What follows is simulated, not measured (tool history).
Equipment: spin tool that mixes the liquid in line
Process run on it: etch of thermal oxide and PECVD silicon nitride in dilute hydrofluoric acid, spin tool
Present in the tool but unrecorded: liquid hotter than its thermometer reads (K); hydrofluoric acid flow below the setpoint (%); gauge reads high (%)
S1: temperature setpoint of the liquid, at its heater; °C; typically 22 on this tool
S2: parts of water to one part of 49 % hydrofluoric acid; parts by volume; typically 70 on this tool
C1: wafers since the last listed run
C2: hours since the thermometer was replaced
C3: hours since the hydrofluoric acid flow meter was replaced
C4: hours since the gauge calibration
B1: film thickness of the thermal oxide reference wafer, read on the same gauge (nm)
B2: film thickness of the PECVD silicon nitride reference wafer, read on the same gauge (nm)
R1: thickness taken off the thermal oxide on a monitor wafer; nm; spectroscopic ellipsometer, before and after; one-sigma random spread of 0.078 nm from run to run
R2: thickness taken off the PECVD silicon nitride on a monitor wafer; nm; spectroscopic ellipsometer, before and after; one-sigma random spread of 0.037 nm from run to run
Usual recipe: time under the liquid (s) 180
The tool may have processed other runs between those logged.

Run 1, hour 0: usual settings but time under the liquid (s) 100; C1 0; C2 935.7; C3 1317.6; C4 915.2; B1 69.95; B2 150.039. Result: R1 7.04 nm, R2 2.183 nm.
Run 2, hour 77.2: usual settings but time under the liquid (s) 100; C1 430; C2 1012.9; C3 1394.8; C4 992.4; B1 69.96; B2 149.978. Result: R1 6.97 nm, R2 2.184 nm.
Run 3, hour 122.1: usual settings but time under the liquid (s) 265; C1 250; C2 1057.8; C3 1439.7; C4 1037.3; B1 69.98; B2 150.006. Result: R1 18.36 nm, R2 5.833 nm.
Run 4, hour 185.6: usual settings but time under the liquid (s) 265; C1 353; C2 1121.3; C3 1503.2; C4 1100.8; B1 70.01; B2 150.013. Result: R1 18.7 nm, R2 5.867 nm.
Run 5, hour 289.5: usual settings but S1 21 °C; C1 578; C2 1225.2; C3 1607.1; C4 1204.7; B1 69.96; B2 150.016. Result: R1 12.07 nm, R2 3.715 nm.
Run 6, hour 347.3: usual settings but S1 21 °C; C1 322; C2 1283; C3 1664.9; C4 1262.5; B1 70.03; B2 149.978. Result: R1 12.13 nm, R2 3.759 nm.
Run 7, hour 392.3: usual settings but S1 21 °C; C1 250; C2 1328; C3 1709.9; C4 1307.5; B1 70.02; B2 149.98. Result: R1 12.16 nm, R2 3.741 nm.
At hour 409.9: hydrofluoric acid flow meter replaced.
At hour 465.3: gauge calibrated.
Run 8, hour 491.6: usual settings but S1 25.5 °C; C1 547; C2 1427.3; C3 81.7; C4 26.3; B1 70.01; B2 149.954. Result: R1 14.57 nm, R2 4.971 nm.
Run 9, hour 534.8: usual settings but S1 25.5 °C; C1 240; C2 1470.5; C3 124.9; C4 69.5; B1 70.02; B2 149.992. Result: R1 14.61 nm, R2 5.131 nm.
Run 10, hour 606.2: usual settings; C1 397; C2 1541.9; C3 196.3; C4 140.9; B1 69.99; B2 149.984. Result: R1 12.71 nm, R2 4.022 nm.
At hour 625.3: thermometer replaced.
Run 11, hour 667.1: usual settings; C1 333; C2 41.8; C3 257.2; C4 201.8; B1 69.99; B2 150.012. Result: R1 12.23 nm, R2 3.73 nm.
Run 12, hour 747.2: usual settings but S1 19 °C, time under the liquid (s) 70; C1 446; C2 121.9; C3 337.3; C4 281.9; B1 69.99; B2 150.007. Result: R1 4.2 nm, R2 1.188 nm.
Run 13, hour 794.3: usual settings but S1 24 °C, S2 45 parts by volume, time under the liquid (s) 210; C1 262; C2 169; C3 384.4; C4 329; B1 69.98; B2 150.035. Result: R1 24.75 nm, R2 7.996 nm.
Run 14, hour 881.3: usual settings but time under the liquid (s) 265; C1 484; C2 256; C3 471.4; C4 416; B1 69.99; B2 150.009. Result: R1 18.03 nm, R2 5.583 nm.
Run 15, hour 917.7: usual settings but S1 18.5 °C; C1 202; C2 292.4; C3 507.8; C4 452.4; B1 70.03; B2 150.029. Result: R1 10.72 nm, R2 2.981 nm.
Run 16, hour 1019: usual settings but S1 17.5 °C, time under the liquid (s) 290; C1 564; C2 393.7; C3 609.1; C4 553.7; B1 70; B2 149.993. Result: R1 16.58 nm, R2 4.5 nm.
Run 17, hour 1074.4: usual settings but S1 26 °C, time under the liquid (s) 110; C1 308; C2 449.1; C3 664.5; C4 609.1; B1 69.99; B2 149.984. Result: R1 8.95 nm, R2 3.062 nm.
Run 18, hour 1158.7: usual settings but time under the liquid (s) 245; C1 469; C2 533.4; C3 748.8; C4 693.4; B1 69.98; B2 149.967. Result: R1 16.83 nm, R2 5.193 nm.
Run 19, hour 1245.9: usual settings but S1 25.5 °C, S2 95 parts by volume, time under the liquid (s) 75; C1 485; C2 620.6; C3 836; C4 780.6; B1 69.98; B2 150.029. Result: R1 4.27 nm, R2 1.489 nm.
Run 20, hour 1346.4: usual settings; C1 559; C2 721.1; C3 936.5; C4 881.1; B1 69.97; B2 150.01. Result: R1 12.5 nm, R2 3.867 nm.
Run 21, hour 1441.9: usual settings but S1 26.5 °C; C1 532; C2 816.6; C3 1032; C4 976.6; B1 70.01; B2 150.027. Result: R1 15.01 nm, R2 5.243 nm.
Run 22, hour 1532.7: usual settings; C1 505; C2 907.4; C3 1122.8; C4 1067.4; B1 70.02; B2 150.004. Result: R1 12.5 nm, R2 4.009 nm.
Run 23, hour 1622.8: usual settings but S1 26 °C, time under the liquid (s) 75; C1 501; C2 997.5; C3 1212.9; C4 1157.5; B1 70.01; B2 149.991. Result: R1 6.1 nm, R2 2.136 nm.
Run 24, hour 1659.3: usual settings but S1 24 °C, S2 40 parts by volume, time under the liquid (s) 270; C1 203; C2 1034; C3 1249.4; C4 1194; B1 70.02; B2 149.993. Result: R1 36.89 nm, R2 11.521 nm.
Run 25, hour 1728: usual settings; C1 382; C2 1102.7; C3 1318.1; C4 1262.7; B1 70; B2 150.008. Result: R1 12.51 nm, R2 3.954 nm.

Predict each of these 5 candidate next runs independently; none follows another, all start after run 25:
Run A, hour 1728.5: usual settings; C1 2; C2 1103.2; C3 1318.6; C4 1263.2; B1 ?; B2 ?. Result: R1 ?, R2 ?.
Run B, hour 1728.5: usual settings but S1 17.5 °C, S2 40 parts by volume; C1 2; C2 1103.2; C3 1318.6; C4 1263.2; B1 ?; B2 ?. Result: R1 ?, R2 ?.
Run C, hour 1728.5: usual settings but S2 90 parts by volume, time under the liquid (s) 270; C1 2; C2 1103.2; C3 1318.6; C4 1263.2; B1 ?; B2 ?. Result: R1 ?, R2 ?.
Run D, hour 1728.5: usual settings but S1 20.5 °C, S2 100 parts by volume, time under the liquid (s) 270; C1 2; C2 1103.2; C3 1318.6; C4 1263.2; B1 ?; B2 ?. Result: R1 ?, R2 ?.
Run E, hour 1728.5: usual settings but time under the liquid (s) 275; C1 2; C2 1103.2; C3 1318.6; C4 1263.2; B1 ?; B2 ?. Result: R1 ?, R2 ?.

run     B1       B2     R1     R2
  A  70.01  149.968  12.53  3.961
  B  70.01  149.968   18.8  5.004
  C  70.01  149.968  14.26  4.642
  D  70.01  149.968  11.94  3.785
  E  70.01  149.968  19.14  6.051
The same runs, with their run-to-run variation unchanged, on a tool lacking any hidden condition would have given:
run     R1     R2
  A  12.18  3.783
  B  18.25  4.769
  C  13.87  4.435
  D  11.61  3.615
  E  18.61  5.779
